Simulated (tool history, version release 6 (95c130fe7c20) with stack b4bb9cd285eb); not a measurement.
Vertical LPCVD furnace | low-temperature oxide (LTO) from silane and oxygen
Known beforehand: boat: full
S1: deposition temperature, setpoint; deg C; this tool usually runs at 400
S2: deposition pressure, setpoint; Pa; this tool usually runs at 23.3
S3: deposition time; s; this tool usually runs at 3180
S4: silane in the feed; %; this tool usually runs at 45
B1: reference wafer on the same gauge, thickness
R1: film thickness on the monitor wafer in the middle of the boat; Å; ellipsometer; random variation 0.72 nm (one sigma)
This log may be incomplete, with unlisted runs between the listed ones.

{"run": 1, "hour": 0.0, "S1": 400, "S2": 23.3, "S3": 3180, "S4": 45, "B1": 443.17, "R1": 3741.8}
{"run": 2, "hour": 8.4, "S1": 400, "S2": 23.3, "S3": 3180, "S4": 45, "B1": 443.29, "R1": 3738.8}
{"run": 3, "hour": 28.8, "S1": 400, "S2": 23.3, "S3": 3180, "S4": 45, "B1": 443.08, "R1": 3746.0}
{"run": 4, "hour": 45.9, "S1": 400, "S2": 23.3, "S3": 3180, "S4": 45, "B1": 443.28, "R1": 3736.1}
{"run": 5, "hour": 64.3, "S1": 400, "S2": 23.3, "S3": 3180, "S4": 45, "B1": 443.03, "R1": 3739.3}
{"run": 6, "hour": 83.2, "S1": 400, "S2": 23.3, "S3": 3180, "S4": 45, "B1": 443.18, "R1": 3747.4}
{"run": 7, "hour": 102.4, "S1": 400, "S2": 23.3, "S3": 3180, "S4": 45, "B1": 442.89, "R1": 3736.6}
{"hour": 142.9, "done": "silane flow controller replaced"}
{"run": 8, "hour": 143.6, "S1": 400, "S2": 23.3, "S3": 2910, "S4": 45, "B1": 442.81, "R1": 3410.7}
{"run": 9, "hour": 157.2, "S1": 400, "S2": 23.3, "S3": 2910, "S4": 45, "B1": 443.13, "R1": 3420.1}
{"run": 10, "hour": 169.2, "S1": 400, "S2": 23.3, "S3": 2910, "S4": 45, "B1": 443.28, "R1": 3417.2}
{"hour": 203.0, "done": "gauge calibrated"}
{"run": 11, "hour": 229.2, "S1": 400, "S2": 18.7, "S3": 3180, "S4": 45, "B1": 443.15, "R1": 2941.8}
{"run": 12, "hour": 246.6, "S1": 400, "S2": 18.7, "S3": 3180, "S4": 45, "B1": 443.21, "R1": 2934.8}
{"run": 13, "hour": 264.7, "S1": 400, "S2": 23.3, "S3": 3180, "S4": 45, "B1": 443.12, "R1": 3732.7}
{"run": 14, "hour": 277.2, "S1": 407, "S2": 25.3, "S3": 2160, "S4": 50, "B1": 443.18, "R1": 3272.0}
{"run": 15, "hour": 284.9, "S1": 390, "S2": 23.3, "S3": 3180, "S4": 45, "B1": 443.14, "R1": 3342.9}
{"run": 16, "hour": 296.6, "S1": 407, "S2": 23.3, "S3": 4260, "S4": 45, "B1": 443.06, "R1": 5376.1}
{"hour": 334.0, "done": "thermocouples replaced and temperature profile calibrated"}
{"run": 17, "hour": 334.5, "S1": 400, "S2": 23.3, "S3": 3180, "S4": 45, "B1": 443.08, "R1": 3721.6}
{"run": 18, "hour": 339.5, "S1": 406, "S2": 23.3, "S3": 2520, "S4": 42, "B1": 442.8, "R1": 2915.4}
{"run": 19, "hour": 351.2, "S1": 407, "S2": 23.3, "S3": 3180, "S4": 45, "B1": 443.45, "R1": 4010.8}
{"hour": 394.6, "done": "pressure gauge zeroed"}
{"run": 20, "hour": 395.1, "S1": 400, "S2": 21.3, "S3": 3180, "S4": 45, "B1": 443.29, "R1": 3600.2}
{"run": 21, "hour": 403.2, "S1": 396, "S2": 28.7, "S3": 4170, "S4": 37, "B1": 442.67, "R1": 4827.2}
{"run": 22, "hour": 423.2, "S1": 400, "S2": 28.7, "S3": 3180, "S4": 45, "B1": 442.93, "R1": 4833.5}
{"run": 23, "hour": 436.2, "S1": 400, "S2": 18.0, "S3": 3180, "S4": 49, "B1": 442.84, "R1": 3288.5}
{"run": 24, "hour": 456.3, "S1": 400, "S2": 26.7, "S3": 2580, "S4": 45, "B1": 442.86, "R1": 3663.0}
{"run": 25, "hour": 469.5, "S1": 396, "S2": 18.7, "S3": 2700, "S4": 48, "B1": 443.19, "R1": 2729.3}
{"run": 26, "hour": 485.3, "S1": 400, "S2": 23.3, "S3": 3180, "S4": 45, "B1": 443.02, "R1": 3935.3}
{"run": 27, "hour": 496.3, "S1": 407, "S2": 23.3, "S3": 2100, "S4": 45, "B1": 443.08, "R1": 2793.3}
{"run": 28, "hour": 510.0, "S1": 400, "S2": 26.7, "S3": 2040, "S4": 45, "B1": 443.36, "R1": 2872.2}
{"run": 29, "hour": 517.4, "S1": 400, "S2": 23.3, "S3": 3180, "S4": 42, "B1": 442.81, "R1": 3661.0}
{"run": 30, "hour": 537.5, "S1": 400, "S2": 23.3, "S3": 3180, "S4": 45, "B1": 443.12, "R1": 3940.8}
{"run": 31, "hour": 555.7, "S1": 392, "S2": 27.3, "S3": 3180, "S4": 38, "B1": 442.65, "R1": 3473.2}

The logged runs with the hidden state left out (each run's random variation unchanged):
The hidden state here: true tube temperature minus thermocouple reading, K; true pressure minus gauge reading, mTorr; deviation of the silane flow from its setpoint, %; gauge reads high (%).
run=1 R1=3943.6
run=2 R1=3940.9
run=3 R1=3949.7
run=4 R1=3940.3
run=5 R1=3944.7
run=6 R1=3954.3
run=7 R1=3944.1
run=8 R1=3602.3
run=9 R1=3612.9
run=10 R1=3610.6
run=11 R1=3156.4
run=12 R1=3149.9
run=13 R1=3949.5
run=14 R1=3446.9
run=15 R1=3538.1
run=16 R1=5691.0
run=17 R1=3941.8
run=18 R1=3088.1
run=19 R1=4249.2
run=20 R1=3607.0
run=21 R1=4834.4
run=22 R1=4841.8
run=23 R1=3298.3
run=24 R1=3671.3
run=25 R1=2738.8
run=26 R1=3947.1
run=27 R1=2802.0
run=28 R1=2880.6
run=29 R1=3673.6
run=30 R1=3955.5
run=31 R1=3485.0

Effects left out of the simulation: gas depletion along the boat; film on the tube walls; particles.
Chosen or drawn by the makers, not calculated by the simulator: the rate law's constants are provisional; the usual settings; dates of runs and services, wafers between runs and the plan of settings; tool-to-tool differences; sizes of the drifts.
